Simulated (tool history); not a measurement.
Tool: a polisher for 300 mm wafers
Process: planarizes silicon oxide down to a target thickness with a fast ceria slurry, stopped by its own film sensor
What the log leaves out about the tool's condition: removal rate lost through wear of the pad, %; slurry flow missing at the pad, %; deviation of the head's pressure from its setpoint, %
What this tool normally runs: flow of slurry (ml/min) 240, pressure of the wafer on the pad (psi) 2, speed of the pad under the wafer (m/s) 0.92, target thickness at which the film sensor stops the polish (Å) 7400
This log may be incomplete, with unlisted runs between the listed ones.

run    hour  flow of slurry (ml/min)  pressure of the wafer on the pad (psi)  speed of the pad under the wafer (m/s)  target thickness at which the film sensor stops the polish (Å)  wafers since the last listed run  wafers polished on this pad  hours since the slurry nozzle was cleaned  hours since the head pressure was calibrated  incoming thickness of the incoming film, nm  time until the film sensor stopped the polish (s)
  1       0                      205                                       2                                    0.92                                                            7400                                 0                         1513                                      237.3                                          46.3                                       1369.6                                               56.8
  2    61.6                      205                                       2                                    0.92                                                            7400                               466                         1979                                      298.9                                         107.9                                       1391.9                                               59.5
  3   100.4                      240                                     1.9                                    1.04                                                            7400                               293                         2273                                      337.7                                         146.7                                       1385.3                                               54.2
  4   192.8                      240                                       2                                    0.92                                                            7400                               699                         2973                                      430.1                                         239.1                                       1382.9                                               60.8
      196.8  -- slurry nozzle cleaned
      256.4  -- worn pad replaced by a new one
  5   363.9                      240                                       2                                    0.92                                                            7400                              1257                          814                                      167.1                                         410.2                                       1392.3                                               54.5
  6   426.8                      240                                       2                                    0.92                                                            7400                               476                         1290                                        230                                         473.1                                         1383                                               55.8
  7   479.9                      240                                       2                                    0.92                                                            7400                               402                         1692                                      283.1                                         526.2                                       1400.7                                               58.4
  8   577.7                      240                                       2                                    0.92                                                            7400                               740                         2433                                      380.9                                           624                                       1384.7                                               58.2
      589.3  -- slurry nozzle cleaned
      590.6  -- head pressure recalibrated
  9     650                      240                                       2                                    0.92                                                            7400                               530                         2963                                       60.7                                          59.4                                         1375                                               59.1
      677.1  -- worn pad replaced by a new one
 10   706.3                      240                                       2                                    0.92                                                            7400                               396                          221                                        117                                         115.7                                       1372.3                                                 53
 11   796.2                      240                                       2                                       1                                                            7400                               680                          901                                      206.9                                         205.6                                       1413.3                                                 53
 12   892.5                      240                                       2                                       1                                                            7400                               729                         1631                                      303.2                                         301.9                                       1391.6                                               52.4
 13   964.8                      240                                       2                                    0.92                                                            7400                               547                         2178                                      375.5                                         374.2                                       1391.8                                               58.9
 14  1019.9                      325                                       2                                    0.92                                                            7400                               417                         2595                                      430.6                                         429.3                                         1386                                               57.2
     1055.9  -- worn pad replaced by a new one
     1067.3  -- slurry nozzle cleaned
 15  1122.7                      240                                     2.3                                    0.72                                                            8940                               740                          498                                       55.4                                         532.1                                       1412.4                                               49.2
 16  1227.8                      240                                     1.5                                    0.92                                                            9270                               795                         1293                                      160.5                                         637.2                                       1399.8                                               53.3
     1237.7  -- head pressure recalibrated
 17    1326                      240                                       2                                    0.92                                                            7400                               728                         2022                                      258.7                                          88.3                                       1380.1                                               57.5
 18  1419.6                      290                                       2                                    0.92                                                            7400                               708                         2731                                      352.3                                         181.9                                       1397.4                                               59.5
     1494.3  -- worn pad replaced by a new one
     1515.3  -- slurry nozzle cleaned
 19  1521.3                      240                                     2.4                                    1.06                                                            8250                               732                          196                                          6                                         283.6                                       1408.9                                               35.3
 20  1615.7                      300                                     2.6                                    1.24                                                            7400                               714                          911                                      100.4                                           378                                       1397.5                                               31.7
 21  1689.2                      240                                     1.4                                    1.08                                                            7400                               556                         1468                                      173.9                                         451.5                                       1388.1                                               65.1
 22  1745.4                      240                                       2                                    0.92                                                            7400                               425                         1893                                      230.1                                         507.7                                       1365.3                                               55.5
 23  1822.1                      240                                       2                                    0.92                                                            8580                               580                         2474                                      306.8                                         584.4                                       1389.2                                               48.1
     1876.5  -- slurry nozzle cleaned
 24  1894.8                      280                                     2.4                                    0.92                                                            7400                               542                         3017                                       18.3                                         657.1                                       1377.3                                                 49
     1934.4  -- worn pad replaced by a new one
 25  1938.6                      240                                       2                                    0.92                                                            7400                               301                           31                                       62.1                                         700.9                                       1390.2                                               52.3
     1947.1  -- head pressure recalibrated
 26  1984.8                      240                                     2.7                                    0.92                                                            7400                               334                          366                                      108.3                                          37.7                                       1402.1                                               41.6
 27  2084.1                      210                                       2                                    1.14                                                            6450                               751                         1118                                      207.6                                           137                                       1403.1                                               53.7

4 options for the next run, each taken on its own from the tool as it stands now. Forecast them:
  A  2084.5                      240                                       2                                    0.92                                                            7400                                 3                         1121                                        208                                         137.4                                         1380                                                  ?
  B  2084.5                      240                                     1.4                                    0.92                                                            7400                                 3                         1121                                        208                                         137.4                                         1380                                                  ?
  C  2084.5                      160                                     2.6                                    0.74                                                            5150                                 3                         1121                                        208                                         137.4                                         1380                                                  ?
  D  2084.5                      200                                     1.5                                    0.92                                                            7400                                 3                         1121                                        208                                         137.4                                         1380                                                  ?

run  time until the film sensor stopped the polish (s)
  A                                               54.3
  B                                               74.3
  C                                               75.2
  D                                               71.3
With the hidden condition removed and each run's random variation left untouched, the same runs would have given:
run  time until the film sensor stopped the polish (s)
  A                                               51.5
  B                                               70.5
  C                                               71.4
  D                                               67.7
